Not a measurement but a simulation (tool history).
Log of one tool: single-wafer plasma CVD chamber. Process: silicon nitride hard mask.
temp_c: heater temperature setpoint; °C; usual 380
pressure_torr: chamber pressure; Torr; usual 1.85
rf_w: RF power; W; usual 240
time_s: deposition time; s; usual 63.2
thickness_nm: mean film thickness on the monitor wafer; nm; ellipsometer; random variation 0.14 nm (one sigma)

run     day  temp_c  pressure_torr  rf_w  time_s  read-back reference wafer on the same gauge, thickness_nm  thickness_nm
  1       0     380           1.85   240    63.2                                                     82.425        68.266
  2   0.704     383           1.85   240    63.2                                                     82.447        68.118
  3   1.638     380           1.71   260    63.2                                                     82.385        70.198
  4   2.775     380           1.71   260    63.2                                                     82.376        70.079
  5   3.275     380           1.71   260    63.2                                                      82.43        70.213
  6   4.358     372           1.85   255    63.2                                                     82.434        71.477
      4.921  -- thermocouple changed; heater temperature recalibrated
  7   5.067     380           1.85   240    51.1                                                     82.408        55.372
      6.588  -- capacitance manometer re-zeroed and calibrated
  8   7.692     380            1.7   280    63.2                                                      82.38        71.553
  9   8.829     376           1.59   190    71.5                                                     82.394        61.122
     10.975  -- showerhead replaced
 10  12.188     380           1.85   240    63.2                                                     82.398        66.209
 11  13.483     380           1.85   240    63.2                                                     82.404        66.369
 12  14.733     372           1.85   240    63.2                                                     82.402        66.803
     15.112  -- RF generator calibrated
 13   15.75     380           1.85   240    63.2                                                     82.402        68.649
 14  18.638     380           1.85   240    63.2                                                     82.406        68.602
 15  19.171     387           1.85   240    63.2                                                     82.413        68.655
       19.6  -- gauge calibrated
 16  20.246     380           2.02   240    63.2                                                     82.407        70.581
 17  20.833     373           1.85   240    63.2                                                      82.38        69.111
 18  21.338     380           2.06   255    56.5                                                     82.384        65.861
 19    22.3     390           1.98   260    63.2                                                     82.393         73.59
 20  23.404     390           1.85   240    63.2                                                     82.403         68.05
 21  24.004     395           1.85   240    63.2                                                     82.388        68.182
 22  25.354     376           1.55   260      75                                                      82.39        80.931
 23  26.271     375           1.85   240    63.2                                                     82.362        68.917
 24  27.092     394           1.85   240    71.2                                                     82.381        76.891
 25  27.917     380           1.85   240    63.2                                                     82.333        68.804
 26  28.858     380           1.85   240    63.2                                                     82.348         68.58
 27  29.812     380           1.85   240    63.2                                                     82.383        68.442
 28  30.712     380           1.85   240    63.2                                                     82.375        68.662

4 ways to go on from here, each from the tool as it stands after run 28. What would each give?
  A  30.729     380           1.85   240    63.2                                                          ?             ?
  B  30.729     369           1.85   260    55.4                                                          ?             ?
  C  30.729     380           2.04   190    54.9                                                          ?             ?
  D  30.729     380           1.64   240    63.2                                                          ?             ?

run  read-back reference wafer on the same gauge, thickness_nm  thickness_nm
  A                                                     82.414        68.646
  B                                                     82.414        63.701
  C                                                     82.414        52.661
  D                                                     82.414        65.882
Without the tool's hidden state the same runs would have given:
run  thickness_nm
  A        68.929
  B        63.965
  C        52.891
  D        66.154

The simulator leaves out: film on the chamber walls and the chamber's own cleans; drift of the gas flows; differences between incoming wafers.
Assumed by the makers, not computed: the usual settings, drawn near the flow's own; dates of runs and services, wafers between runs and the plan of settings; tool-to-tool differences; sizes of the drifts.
